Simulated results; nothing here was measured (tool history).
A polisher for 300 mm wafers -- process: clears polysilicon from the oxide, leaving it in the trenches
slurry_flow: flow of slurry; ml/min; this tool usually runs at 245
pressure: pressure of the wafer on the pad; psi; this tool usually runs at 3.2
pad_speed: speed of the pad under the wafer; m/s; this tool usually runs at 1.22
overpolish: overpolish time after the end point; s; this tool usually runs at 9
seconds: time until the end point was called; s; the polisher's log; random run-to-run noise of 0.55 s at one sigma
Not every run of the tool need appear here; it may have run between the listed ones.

| run | day | slurry_flow | pressure | pad_speed | overpolish | wafers since the last listed run | wafers polished on this pad | hours since the slurry nozzle was cleaned | hours since the head pressure was calibrated | incoming thickness of the incoming film, nm | seconds |
|---|---|---|---|---|---|---|---|---|---|---|---|
| 1 | 0.000 | 245 | 3.2 | 1.22 | 9 | 0 | 1115 | 379.4 | 970.9 | 696.4 | 32.7 |
| 2 | 1.092 | 245 | 3.2 | 1.22 | 9 | 213 | 1328 | 405.6 | 997.1 | 692.9 | 32.4 |
|  | 1.875 | worn pad replaced by a new one |
| 3 | 1.896 | 245 | 3.2 | 1.22 | 9 | 124 | 4 | 424.9 | 1016.4 | 695.2 | 33.7 |
|  | 1.954 | slurry nozzle cleaned |
| 4 | 2.904 | 245 | 3.2 | 1.22 | 9 | 188 | 192 | 22.8 | 1040.6 | 703.2 | 32.6 |
| 5 | 3.525 | 245 | 3.2 | 1.22 | 9 | 121 | 314 | 37.7 | 1055.5 | 698.9 | 31.0 |
| 6 | 4.917 | 245 | 3.2 | 1.22 | 9 | 271 | 585 | 71.1 | 1088.9 | 706.8 | 33.2 |
| 7 | 6.183 | 245 | 3.2 | 1.22 | 12 | 247 | 832 | 101.5 | 1119.3 | 708.7 | 33.8 |
|  | 9.221 | worn pad replaced by a new one |
| 8 | 9.242 | 245 | 3.2 | 1.22 | 12 | 564 | 3 | 174.9 | 1192.7 | 696.1 | 32.2 |
| 9 | 10.517 | 245 | 3.2 | 1.22 | 12 | 248 | 252 | 205.5 | 1223.3 | 688.7 | 33.9 |
| 10 | 11.808 | 245 | 3.2 | 1.22 | 6 | 252 | 504 | 236.5 | 1254.3 | 704.9 | 33.5 |
| 11 | 12.671 | 245 | 3.2 | 1.22 | 9 | 168 | 673 | 257.2 | 1275.0 | 704.0 | 34.3 |
| 12 | 13.821 | 245 | 3.2 | 1.22 | 9 | 224 | 897 | 284.8 | 1302.6 | 698.6 | 34.3 |
| 13 | 14.592 | 305 | 3.2 | 1.22 | 9 | 150 | 1047 | 303.3 | 1321.1 | 698.3 | 31.3 |
| 14 | 15.542 | 305 | 3.2 | 1.22 | 9 | 185 | 1233 | 326.1 | 1343.9 | 706.1 | 32.5 |
|  | 16.496 | worn pad replaced by a new one |
| 15 | 16.712 | 245 | 3.2 | 1.22 | 9 | 195 | 41 | 354.2 | 1372.0 | 712.8 | 33.8 |
| 16 | 17.225 | 245 | 3.2 | 1.22 | 9 | 100 | 141 | 366.5 | 1384.3 | 711.0 | 34.5 |
|  | 18.154 | head pressure recalibrated |
| 17 | 18.488 | 245 | 3.2 | 1.22 | 9 | 230 | 372 | 396.8 | 8.0 | 690.4 | 32.6 |
| 18 | 19.583 | 245 | 3.2 | 1.22 | 9 | 213 | 585 | 423.1 | 34.3 | 703.2 | 34.3 |
| 19 | 20.808 | 215 | 2.3 | 1.22 | 7 | 239 | 825 | 452.5 | 63.7 | 700.8 | 46.2 |
| 20 | 21.625 | 245 | 4.3 | 1.22 | 9 | 159 | 984 | 472.1 | 83.3 | 696.4 | 25.2 |
| 21 | 22.138 | 245 | 3.5 | 1.22 | 9 | 100 | 1084 | 484.4 | 95.6 | 696.0 | 29.9 |
|  | 22.638 | slurry nozzle cleaned |
| 22 | 23.121 | 295 | 4.0 | 1.22 | 12 | 183 | 1268 | 11.6 | 119.2 | 711.0 | 24.8 |
|  | 23.708 | worn pad replaced by a new one |
| 23 | 24.492 | 270 | 2.5 | 0.90 | 9 | 234 | 152 | 44.5 | 152.1 | 685.3 | 46.6 |
| 24 | 25.288 | 290 | 2.6 | 1.22 | 9 | 155 | 308 | 63.6 | 171.2 | 688.1 | 38.4 |
| 25 | 26.058 | 245 | 3.9 | 1.22 | 6 | 150 | 458 | 82.1 | 189.7 | 693.1 | 27.0 |
| 26 | 26.783 | 245 | 3.2 | 1.22 | 9 | 141 | 600 | 99.5 | 207.1 | 704.8 | 33.2 |
| 27 | 27.496 | 285 | 3.2 | 1.22 | 9 | 139 | 739 | 116.6 | 224.2 | 709.0 | 31.6 |
| 28 | 28.846 | 245 | 3.2 | 1.22 | 9 | 263 | 1002 | 149.0 | 256.6 | 697.9 | 33.7 |
| 29 | 29.592 | 295 | 3.2 | 1.22 | 9 | 145 | 1148 | 166.9 | 274.5 | 698.7 | 32.3 |
|  | 30.654 | worn pad replaced by a new one |
| 30 | 30.675 | 195 | 3.2 | 0.82 | 13 | 178 | 4 | 192.9 | 300.5 | 696.9 | 41.9 |
| 31 | 31.608 | 270 | 3.2 | 0.82 | 9 | 182 | 186 | 215.3 | 322.9 | 695.2 | 40.7 |
| 32 | 32.133 | 245 | 3.2 | 1.22 | 9 | 102 | 288 | 227.9 | 335.5 | 704.9 | 33.8 |
| 33 | 32.938 | 310 | 2.1 | 1.22 | 5 | 156 | 445 | 247.2 | 354.8 | 693.9 | 47.3 |
| 34 | 33.808 | 245 | 3.2 | 1.22 | 9 | 169 | 615 | 268.1 | 375.7 | 701.7 | 32.4 |
| 35 | 34.467 | 245 | 4.3 | 1.22 | 9 | 128 | 744 | 283.9 | 391.5 | 698.3 | 25.2 |
| 36 | 35.346 | 245 | 3.2 | 1.22 | 13 | 171 | 915 | 305.0 | 412.6 | 693.6 | 33.1 |

Results per run with the tool's hidden condition removed, run-to-run variation unchanged:
The hidden state here: removal rate lost through wear of the pad, %; slurry flow missing at the pad, %; deviation of the head's pressure from its setpoint, %.
| run | seconds |
|---|---|
| 1 | 30.9 |
| 2 | 30.7 |
| 3 | 31.8 |
| 4 | 32.2 |
| 5 | 30.5 |
| 6 | 32.4 |
| 7 | 32.7 |
| 8 | 30.8 |
| 9 | 32.2 |
| 10 | 31.7 |
| 11 | 32.4 |
| 12 | 32.3 |
| 13 | 29.8 |
| 14 | 30.8 |
| 15 | 31.6 |
| 16 | 32.3 |
| 17 | 30.4 |
| 18 | 32.0 |
| 19 | 42.7 |
| 20 | 23.5 |
| 21 | 27.9 |
| 22 | 24.6 |
| 23 | 45.9 |
| 24 | 37.7 |
| 25 | 26.3 |
| 26 | 32.2 |
| 27 | 30.7 |
| 28 | 32.4 |
| 29 | 31.2 |
| 30 | 39.6 |
| 31 | 38.9 |
| 32 | 32.1 |
| 33 | 45.2 |
| 34 | 30.6 |
| 35 | 23.8 |
| 36 | 31.2 |

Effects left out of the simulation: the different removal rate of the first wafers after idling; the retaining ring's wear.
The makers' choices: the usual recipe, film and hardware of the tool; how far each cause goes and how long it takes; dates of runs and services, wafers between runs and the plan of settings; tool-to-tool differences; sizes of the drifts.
